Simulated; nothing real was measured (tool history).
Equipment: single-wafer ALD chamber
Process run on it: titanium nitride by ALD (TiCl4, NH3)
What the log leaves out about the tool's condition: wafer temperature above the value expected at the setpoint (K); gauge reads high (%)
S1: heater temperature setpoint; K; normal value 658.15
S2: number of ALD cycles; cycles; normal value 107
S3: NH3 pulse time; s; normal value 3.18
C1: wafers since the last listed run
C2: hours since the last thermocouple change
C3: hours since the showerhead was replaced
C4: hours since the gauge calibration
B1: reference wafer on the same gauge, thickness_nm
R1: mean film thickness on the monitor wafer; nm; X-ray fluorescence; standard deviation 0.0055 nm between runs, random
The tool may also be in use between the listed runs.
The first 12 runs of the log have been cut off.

run,hour,S1,S2,S3,C1,C2,C3,C4,B1,R1
13,772.8,658.15,107,3.18,127,1902.9,83.5,175.5,2.061,2.183
14,806.8,658.15,107,3.18,67,1936.9,117.5,209.5,2.061,2.182
15,858.4,658.15,107,3.18,102,1988.5,169.1,261.1,2.059,2.179
16,929.6,658.15,107,3.18,142,2059.7,240.3,332.3,2.062,2.189
17,975.5,658.15,107,3.18,91,2105.6,286.2,378.2,2.06,2.182
18,1021.5,673.15,107,3.56,91,2151.6,332.2,424.2,2.061,2.208
19,1145.9,658.15,107,3.18,248,2276,456.6,548.6,2.059,2.179
20,1173.4,658.15,107,3.6,54,2303.5,484.1,576.1,2.058,2.19
# hour 1205.5: thermocouple changed; heater temperature recalibrated
21,1207.9,658.15,107,3.18,52,2.4,518.6,610.6,2.057,2.189
22,1269.5,669.15,126,2,122,64,580.2,672.2,2.061,2.555
23,1325.9,650.15,107,2.22,112,120.4,636.6,728.6,2.058,2.146
24,1384.9,663.15,91,2.48,117,179.4,695.6,787.6,2.06,1.852
25,1423.1,658.15,93,3.18,76,217.6,733.8,825.8,2.06,1.884
26,1487.6,658.15,107,3.18,128,282.1,798.3,890.3,2.059,2.181
27,1518.2,647.15,119,3.73,61,312.7,828.9,920.9,2.058,2.42
28,1546.4,658.15,107,3.18,56,340.9,857.1,949.1,2.06,2.181
29,1617.1,658.15,89,3.18,141,411.6,927.8,1019.8,2.062,1.817
30,1680.7,644.15,97,3.92,126,475.2,991.4,1083.4,2.061,1.968
31,1729.3,647.15,94,2.55,96,523.8,1040,1132,2.059,1.886
32,1758.4,658.15,127,3.18,58,552.9,1069.1,1161.1,2.062,2.591
33,1840.9,658.15,91,2.22,164,635.4,1151.6,1243.6,2.059,1.843

What does the tool deliver on the next run?
34,1881.1,662.15,97,4.35,80,675.6,1191.8,1283.8,?,?

Run 34 came out at B1 2.06, R1 2.003 nm.
Were there no unlogged condition in the tool, this run, its random variation unchanged, would have produced R1 2.003 nm.
